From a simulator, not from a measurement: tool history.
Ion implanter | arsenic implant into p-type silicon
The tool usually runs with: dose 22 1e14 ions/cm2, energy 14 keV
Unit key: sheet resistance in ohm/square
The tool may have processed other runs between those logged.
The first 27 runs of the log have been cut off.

run	hour	dose	energy	read-back reference wafer on the same gauge, sheet resistance	sheet resistance
28	763.5	16.82	14	112.95	110.91
29	835.3	27.3	18.5	113	94.07
30	848	22	14	112.93	104.31
31	871.3	23.87	11.5	112.96	106.3
32	902.3	18.7	17.5	113.01	102.96
33	922.3	24.21	17.5	113.07	97.4
34	942.4	17.93	14	113.01	109.59
35	962.3	22	14	113	104.54
36	989.3	22	18	113.01	98.53
37	1023.2	18.08	17	112.98	104.71

3 options for the next run, each taken on its own from the tool as it stands now. Forecast them:
A	1023.6	22	9.5	?	?
B	1023.6	27.19	9.5	?	?
C	1023.6	16.65	17	?	?

run	read-back reference wafer on the same gauge, sheet resistance	sheet resistance
A	112.99	111.3
B	112.99	107.33
C	112.99	107.77
What these runs would have given with no unlogged condition in the tool:
run	sheet resistance
A	110.55
B	106.72
C	106.63
